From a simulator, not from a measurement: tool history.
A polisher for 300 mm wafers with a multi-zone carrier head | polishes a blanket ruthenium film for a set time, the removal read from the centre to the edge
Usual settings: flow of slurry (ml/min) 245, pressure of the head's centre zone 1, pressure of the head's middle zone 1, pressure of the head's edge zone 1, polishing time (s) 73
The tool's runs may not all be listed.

| run | day | flow of slurry (ml/min) | pressure of the head's centre zone | pressure of the head's middle zone | pressure of the head's edge zone | polishing time (s) | incoming thickness of the incoming film, nm | film removed at the wafer's centre (angstrom) | film removed at mid-radius (angstrom) | film removed at the wafer's edge (angstrom) |
|---|---|---|---|---|---|---|---|---|---|---|
| 1 | 0 | 245 | 1 | 1 | 1 | 80 | 636.6 | 1015 | 1010 | 975 |
|  | 1.092 | slurry nozzle cleaned |
| 2 | 2.354 | 245 | 1 | 1 | 1 | 80 | 641.2 | 991 | 980 | 950 |
|  | 3.8 | worn pad replaced by a new one |
| 3 | 4.746 | 245 | 1 | 1 | 1 | 73 | 627.6 | 1005 | 985 | 967 |
| 4 | 7.129 | 245 | 1 | 1 | 1 | 73 | 629.4 | 990 | 989 | 986 |
|  | 7.25 | centre zone pressure recalibrated |
|  | 7.342 | edge zone pressure recalibrated |
| 5 | 9.558 | 245 | 1 | 1 | 1.03 | 73 | 636.6 | 973 | 971 | 961 |
| 6 | 10.783 | 245 | 1 | 1 | 1.03 | 73 | 620.1 | 967 | 970 | 927 |
| 7 | 11.925 | 245 | 1 | 1 | 1 | 73 | 625.1 | 955 | 954 | 945 |
| 8 | 12.983 | 245 | 1 | 1 | 1 | 86 | 638.9 | 1132 | 1114 | 1077 |
| 9 | 16.042 | 245 | 1.04 | 1 | 1 | 73 | 639.9 | 945 | 901 | 884 |
|  | 16.912 | worn pad replaced by a new one |
| 10 | 17.212 | 245 | 1 | 1 | 1.08 | 73 | 626 | 1002 | 984 | 997 |
| 11 | 19.067 | 245 | 1.11 | 1.04 | 1 | 92 | 624.8 | 1399 | 1244 | 1215 |
|  | 20.95 | carrier head's membrane replaced by a new one |
| 12 | 21.883 | 245 | 1.05 | 1 | 1 | 90 | 637.7 | 1286 | 1186 | 1142 |
| 13 | 24.079 | 245 | 1 | 1 | 1 | 73 | 643.1 | 973 | 958 | 936 |
| 14 | 27.071 | 245 | 1 | 1 | 1 | 73 | 635.4 | 938 | 926 | 878 |
|  | 27.212 | slurry nozzle cleaned |
| 15 | 28.729 | 245 | 0.93 | 1 | 1 | 61 | 623.8 | 716 | 757 | 748 |
|  | 29.383 | worn pad replaced by a new one |
| 16 | 31.062 | 215 | 1.12 | 0.97 | 1 | 58 | 625.8 | 865 | 745 | 735 |
| 17 | 32.317 | 245 | 1 | 1 | 1 | 73 | 632.7 | 978 | 978 | 929 |
| 18 | 34.125 | 245 | 1 | 1 | 1 | 73 | 628.9 | 979 | 946 | 935 |
| 19 | 36.312 | 245 | 1 | 1 | 1.03 | 73 | 636.9 | 964 | 947 | 911 |
| 20 | 38.05 | 245 | 1 | 0.94 | 1 | 59 | 640.7 | 759 | 732 | 726 |
| 21 | 39.562 | 245 | 1 | 1 | 1 | 73 | 625.1 | 919 | 909 | 885 |
| 22 | 42.108 | 315 | 1 | 0.95 | 1 | 73 | 621.5 | 920 | 888 | 884 |
|  | 42.517 | worn pad replaced by a new one |
| 23 | 44.375 | 245 | 0.96 | 1 | 0.89 | 83 | 624.8 | 1068 | 1103 | 1005 |

Forecast each of these 3 alternatives for the next run:
| A | 44.392 | 245 | 1 | 1 | 1 | 73 | 633.4 | ? | ? | ? |
| B | 44.392 | 245 | 0.95 | 1 | 1 | 73 | 633.4 | ? | ? | ? |
| C | 44.392 | 270 | 1 | 1 | 1 | 91 | 633.4 | ? | ? | ? |

| run | film removed at the wafer's centre (angstrom) | film removed at mid-radius (angstrom) | film removed at the wafer's edge (angstrom) |
|---|---|---|---|
| A | 971 | 964 | 944 |
| B | 922 | 964 | 944 |
| C | 1224 | 1214 | 1185 |
Without the tool's hidden state the same runs would have given:
| run | film removed at the wafer's centre (angstrom) | film removed at mid-radius (angstrom) | film removed at the wafer's edge (angstrom) |
|---|---|---|---|
| A | 994 | 986 | 965 |
| B | 944 | 986 | 965 |
| C | 1253 | 1242 | 1213 |
